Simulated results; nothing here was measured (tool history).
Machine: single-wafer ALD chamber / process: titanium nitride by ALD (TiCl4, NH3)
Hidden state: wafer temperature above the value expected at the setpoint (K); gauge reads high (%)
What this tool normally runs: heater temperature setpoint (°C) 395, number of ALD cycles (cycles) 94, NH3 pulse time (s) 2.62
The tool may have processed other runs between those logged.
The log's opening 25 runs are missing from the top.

run	hour	heater temperature setpoint (°C)	number of ALD cycles (cycles)	NH3 pulse time (s)	wafers since the last listed run	hours since the last thermocouple change	hours since the showerhead was replaced	hours since the gauge calibration	read-back reference wafer on the same gauge, thickness_nm	mean film thickness on the monitor wafer (angstrom)
26	1898.2	395	94	2.62	203	965.9	524.1	1070.5	2.192	19.27
27	2003.5	384	107	1.65	288	1071.2	629.4	1175.8	2.198	21.42
28	2065.9	388	94	2.62	171	1133.6	691.8	1238.2	2.2	19.38
29	2111.6	395	94	2.62	125	1179.3	737.5	1283.9	2.198	19.46
30	2350.1	383	107	2.89	654	1417.8	976	1522.4	2.207	22.04
31	2455.5	408	75	2.1	289	1523.2	1081.4	1627.8	2.21	15.54
32	2530.2	384	94	1.97	204	1597.9	1156.1	1702.5	2.213	19.07
33	2613.4	406	101	3.43	228	1681.1	1239.3	1785.7	2.217	21.34

Each row is a separate what-if for the run after 33, all from the same tool condition, not one after another. Results?
A	2614	395	94	1.89	1	1681.7	1239.9	1786.3	?	?
B	2614	407	94	2.62	1	1681.7	1239.9	1786.3	?	?
C	2614	395	76	2.62	1	1681.7	1239.9	1786.3	?	?

run	read-back reference wafer on the same gauge, thickness_nm	mean film thickness on the monitor wafer (angstrom)
A	2.218	19.34
B	2.218	19.69
C	2.218	15.84
What these runs would have given with no unlogged condition in the tool:
run	mean film thickness on the monitor wafer (angstrom)
A	19
B	19.34
C	15.56

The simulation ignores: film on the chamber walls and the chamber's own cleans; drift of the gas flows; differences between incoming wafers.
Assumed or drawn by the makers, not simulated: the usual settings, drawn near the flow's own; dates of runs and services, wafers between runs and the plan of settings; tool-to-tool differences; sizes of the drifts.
